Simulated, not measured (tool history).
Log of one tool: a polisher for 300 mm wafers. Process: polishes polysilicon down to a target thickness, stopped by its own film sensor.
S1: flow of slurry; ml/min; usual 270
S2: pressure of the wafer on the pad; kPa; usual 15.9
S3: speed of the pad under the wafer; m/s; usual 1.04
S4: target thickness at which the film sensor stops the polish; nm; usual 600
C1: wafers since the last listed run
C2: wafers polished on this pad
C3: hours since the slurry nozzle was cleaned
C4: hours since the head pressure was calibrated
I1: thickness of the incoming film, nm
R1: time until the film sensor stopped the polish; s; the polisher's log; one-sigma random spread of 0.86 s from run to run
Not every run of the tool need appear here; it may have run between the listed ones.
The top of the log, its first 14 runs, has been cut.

| run | hour | S1 | S2 | S3 | S4 | C1 | C2 | C3 | C4 | I1 | R1 |
|---|---|---|---|---|---|---|---|---|---|---|---|
| 15 | 361.5 | 270 | 15.9 | 1.04 | 600 | 194 | 2084 | 94.1 | 55.6 | 938.1 | 50.5 |
|  | 380.5 | worn pad replaced by a new one |
| 16 | 389.8 | 270 | 15.9 | 1.04 | 600 | 263 | 100 | 122.4 | 83.9 | 944.4 | 50.1 |
|  | 442 | slurry nozzle cleaned, repeated, since the last time left the tool worse |
| 17 | 488.9 | 240 | 12.4 | 0.84 | 516 | 1064 | 1165 | 46.9 | 183 | 929.6 | 84.8 |
| 18 | 511.7 | 235 | 14.5 | 1.24 | 552 | 247 | 1412 | 69.7 | 205.8 | 936.4 | 48.3 |
| 19 | 540.2 | 215 | 15.9 | 1.22 | 600 | 309 | 1721 | 98.2 | 234.3 | 944.7 | 41 |
|  | 546.5 | worn pad replaced by a new one |
| 20 | 562 | 270 | 15.9 | 1.04 | 600 | 193 | 167 | 120 | 256.1 | 939.3 | 43.9 |
| 21 | 584.3 | 235 | 14.5 | 1.04 | 676 | 241 | 409 | 142.3 | 278.4 | 929.3 | 38.9 |
| 22 | 611.4 | 190 | 11.7 | 1.14 | 600 | 294 | 703 | 169.4 | 305.5 | 930.1 | 58.9 |
|  | 685 | slurry nozzle cleaned |
| 23 | 693.1 | 270 | 11.7 | 1.04 | 600 | 875 | 1579 | 8.1 | 387.2 | 935.5 | 61.8 |
| 24 | 728.9 | 270 | 15.9 | 0.78 | 600 | 388 | 1968 | 43.9 | 423 | 933.7 | 59.2 |
|  | 738.7 | worn pad replaced by a new one |
| 25 | 754 | 345 | 15.9 | 0.92 | 496 | 228 | 165 | 69 | 448.1 | 921.3 | 61.6 |
| 26 | 787.8 | 270 | 12.4 | 1.04 | 600 | 366 | 532 | 102.8 | 481.9 | 941.3 | 59.2 |
| 27 | 800.2 | 270 | 15.9 | 1.04 | 600 | 134 | 667 | 115.2 | 494.3 | 921.8 | 42.9 |
| 28 | 814.4 | 270 | 15.9 | 1.26 | 600 | 154 | 821 | 129.4 | 508.5 | 941.7 | 37.3 |

Run 29, settings as shown, results not yet in. Your forecast:
| 29 | 847.9 | 270 | 15.9 | 1.04 | 600 | 363 | 1184 | 162.9 | 542 | 932.1 | ? |

{"run 29": {"R1": 45.7}}
With the hidden condition absent and the run-to-run variation left alone, this run would have shown R1 45.1 s.
